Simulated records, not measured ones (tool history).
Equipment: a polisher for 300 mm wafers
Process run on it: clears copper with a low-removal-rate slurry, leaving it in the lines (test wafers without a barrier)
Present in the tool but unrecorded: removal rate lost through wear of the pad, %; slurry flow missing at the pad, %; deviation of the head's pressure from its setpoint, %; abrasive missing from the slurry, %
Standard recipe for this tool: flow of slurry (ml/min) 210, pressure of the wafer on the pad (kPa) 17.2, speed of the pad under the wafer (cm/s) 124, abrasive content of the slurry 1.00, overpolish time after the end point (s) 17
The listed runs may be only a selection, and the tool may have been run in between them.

run	day	flow of slurry (ml/min)	pressure of the wafer on the pad (kPa)	speed of the pad under the wafer (cm/s)	abrasive content of the slurry	overpolish time after the end point (s)	wafers since the last listed run	wafers polished on this pad	hours since the slurry nozzle was cleaned	hours since the head pressure was calibrated	hours since the slurry blender was calibrated	incoming thickness of the incoming film, nm	time until the end point was called (s)	dishing of a wide line in a test structure (nm)
1	0.000	210	17.2	124	1.00	24	0	2302	620.0	1320.2	580.9	527.3	169.5	49.1
# day 2.775: slurry blender recalibrated
# day 3.025: slurry nozzle cleaned
2	3.467	210	17.2	124	1.00	17	428	2730	10.6	1403.4	16.6	511.4	164.2	37.4
3	5.633	210	17.2	124	1.00	17	278	3009	62.6	1455.4	68.6	521.2	172.0	37.1
4	9.408	210	17.2	124	1.00	17	484	3493	153.2	1546.0	159.2	524.2	169.8	37.5
# day 11.108: head pressure recalibrated
# day 11.158: worn pad replaced by a new one
5	11.642	210	17.2	124	1.00	17	269	62	206.8	12.8	212.8	521.0	151.3	40.8
6	15.200	210	17.2	124	1.00	17	456	518	292.2	98.2	298.2	518.3	151.5	39.2
7	21.988	185	13.1	124	0.85	17	871	1389	455.1	261.1	461.1	508.7	212.0	30.4
8	25.908	165	14.5	80	1.00	9	503	1892	549.2	355.2	555.2	521.2	273.9	13.4
9	29.142	165	21.4	84	1.00	10	414	2307	626.8	432.8	632.8	520.8	191.3	21.5
# day 30.075: slurry blender recalibrated
10	33.283	210	17.2	104	0.90	17	520	2828	726.2	532.2	77.0	527.1	195.5	33.6
# day 35.354: slurry nozzle cleaned
11	37.767	210	17.2	124	1.00	17	569	3398	57.9	639.8	184.6	530.8	172.0	38.1
# day 38.650: worn pad replaced by a new one
12	41.779	145	17.2	124	1.20	12	493	401	154.2	736.1	280.9	510.6	164.7	29.4
13	43.996	230	17.2	124	0.85	17	284	685	207.4	789.3	334.1	529.1	166.1	37.0
14	46.067	265	20.0	98	1.00	8	265	951	257.1	839.0	383.8	521.7	164.2	19.4

Expected results for the next run?
15	49.396	210	17.2	124	1.00	17	427	1378	337.0	918.9	463.7	521.8	?	?

time until the end point was called (s): 165.6
dishing of a wide line in a test structure (nm): 39.3
Take away the tool's hidden state, keep the run-to-run variation as it was, and the same run would have given time until the end point was called (s) 151.8, dishing of a wide line in a test structure (nm) 42.3.

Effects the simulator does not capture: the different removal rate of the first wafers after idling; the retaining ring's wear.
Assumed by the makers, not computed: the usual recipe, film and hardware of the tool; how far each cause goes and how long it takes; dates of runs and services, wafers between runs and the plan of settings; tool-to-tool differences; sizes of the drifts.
